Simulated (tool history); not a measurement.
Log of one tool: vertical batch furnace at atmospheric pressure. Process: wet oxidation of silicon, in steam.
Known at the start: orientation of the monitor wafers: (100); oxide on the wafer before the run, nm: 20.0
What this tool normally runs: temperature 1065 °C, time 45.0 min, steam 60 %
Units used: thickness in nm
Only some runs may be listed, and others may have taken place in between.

| run | day | temperature | time | steam | wafers since the last listed run | hours since the last temperature calibration | hours since the steam generator was serviced | hours since the gauge calibration | read-back reference wafer on the same gauge, thickness | thickness |
|---|---|---|---|---|---|---|---|---|---|---|
| 1 | 0.000 | 1065 | 45.0 | 60 | 0 | 1931.8 | 2330.5 | 279.5 | 403.65 | 378.28 |
| 2 | 1.229 | 1065 | 45.0 | 60 | 317 | 1961.3 | 2360.0 | 309.0 | 402.48 | 379.13 |
| 3 | 2.475 | 1065 | 45.0 | 60 | 322 | 1991.2 | 2389.9 | 338.9 | 403.27 | 379.00 |
| 4 | 3.612 | 1065 | 45.0 | 60 | 294 | 2018.5 | 2417.2 | 366.2 | 403.08 | 378.08 |
| 5 | 4.688 | 1048 | 45.0 | 53 | 277 | 2044.3 | 2443.0 | 392.0 | 403.17 | 315.16 |
| 6 | 6.062 | 1053 | 54.5 | 60 | 355 | 2077.3 | 2476.0 | 425.0 | 403.41 | 397.83 |
| 7 | 7.217 | 1053 | 54.5 | 60 | 298 | 2105.0 | 2503.7 | 452.7 | 403.01 | 397.71 |
| 8 | 8.454 | 1073 | 45.0 | 60 | 319 | 2134.7 | 2533.4 | 482.4 | 402.99 | 397.50 |
| 9 | 9.562 | 1073 | 45.0 | 60 | 286 | 2161.3 | 2560.0 | 509.0 | 403.35 | 394.21 |
| 10 | 10.250 | 1073 | 45.0 | 60 | 177 | 2177.8 | 2576.5 | 525.5 | 402.94 | 393.76 |
| 11 | 11.200 | 1065 | 45.0 | 60 | 245 | 2200.6 | 2599.3 | 548.3 | 402.86 | 378.78 |
| 12 | 12.383 | 1065 | 45.0 | 60 | 305 | 2229.0 | 2627.7 | 576.7 | 402.27 | 377.18 |
| 13 | 13.317 | 1065 | 45.0 | 60 | 241 | 2251.4 | 2650.1 | 599.1 | 402.96 | 378.37 |
| 14 | 14.033 | 1065 | 45.0 | 60 | 185 | 2268.6 | 2667.3 | 616.3 | 402.69 | 377.33 |
| 15 | 15.367 | 1047 | 53.0 | 67 | 344 | 2300.6 | 2699.3 | 648.3 | 402.84 | 405.93 |
|  | 16.625 | thermocouples replaced and temperature profile calibrated |
| 16 | 16.646 | 1065 | 23.5 | 50 | 72 | 0.5 | 2730.0 | 679.0 | 403.60 | 224.86 |
| 17 | 17.346 | 1073 | 54.5 | 60 | 180 | 17.3 | 2746.8 | 695.8 | 402.83 | 443.45 |
| 18 | 18.421 | 1052 | 54.5 | 66 | 277 | 43.1 | 2772.6 | 721.6 | 403.23 | 419.11 |
|  | 21.046 | steam generator serviced |
| 19 | 21.996 | 1065 | 45.0 | 60 | 665 | 128.9 | 22.8 | 807.4 | 402.78 | 394.82 |
| 20 | 23.042 | 1054 | 45.0 | 54 | 270 | 154.0 | 47.9 | 832.5 | 403.18 | 346.42 |
| 21 | 24.312 | 1065 | 36.5 | 50 | 328 | 184.5 | 78.4 | 863.0 | 402.99 | 310.02 |
|  | 24.842 | gauge calibrated |
| 22 | 25.625 | 1065 | 45.0 | 72 | 339 | 216.0 | 109.9 | 18.8 | 403.60 | 437.42 |
| 23 | 26.296 | 1072 | 45.0 | 51 | 173 | 232.1 | 126.0 | 34.9 | 403.16 | 369.33 |
| 24 | 30.592 | 1065 | 45.0 | 60 | 1110 | 335.2 | 229.1 | 138.0 | 403.35 | 389.49 |
| 25 | 31.621 | 1065 | 45.0 | 60 | 266 | 359.9 | 253.8 | 162.7 | 402.65 | 390.00 |
| 26 | 32.854 | 1086 | 66.0 | 70 | 318 | 389.5 | 283.4 | 192.3 | 402.53 | 593.53 |
| 27 | 33.754 | 1086 | 45.0 | 71 | 232 | 411.1 | 305.0 | 213.9 | 402.96 | 479.80 |
| 28 | 34.338 | 1065 | 45.0 | 60 | 150 | 425.1 | 319.0 | 227.9 | 402.82 | 388.63 |
| 29 | 34.979 | 1065 | 45.0 | 60 | 165 | 440.5 | 334.4 | 243.3 | 402.81 | 390.27 |

Below, each run's measurement less what the same run would have read without the hidden state. Both values contain the same run-to-run variation, but the gauge's scatter may not be the same in both:
Hidden conditions of the tool in this case: true tube temperature minus thermocouple reading, K; steam share off its setpoint, % of the setpoint; gauge reads high (%).
| run | thickness |
|---|---|
| 1 | -19.51 |
| 2 | -19.61 |
| 3 | -19.66 |
| 4 | -19.67 |
| 5 | -17.21 |
| 6 | -21.04 |
| 7 | -21.09 |
| 8 | -20.55 |
| 9 | -20.42 |
| 10 | -20.42 |
| 11 | -20.00 |
| 12 | -19.96 |
| 13 | -20.06 |
| 14 | -20.02 |
| 15 | -21.98 |
| 16 | -12.68 |
| 17 | -22.98 |
| 18 | -22.54 |
| 19 | -3.49 |
| 20 | -3.65 |
| 21 | -3.77 |
| 22 | -5.80 |
| 23 | -5.25 |
| 24 | -7.46 |
| 25 | -7.90 |
| 26 | -11.92 |
| 27 | -10.26 |
| 28 | -8.96 |
| 29 | -9.25 |

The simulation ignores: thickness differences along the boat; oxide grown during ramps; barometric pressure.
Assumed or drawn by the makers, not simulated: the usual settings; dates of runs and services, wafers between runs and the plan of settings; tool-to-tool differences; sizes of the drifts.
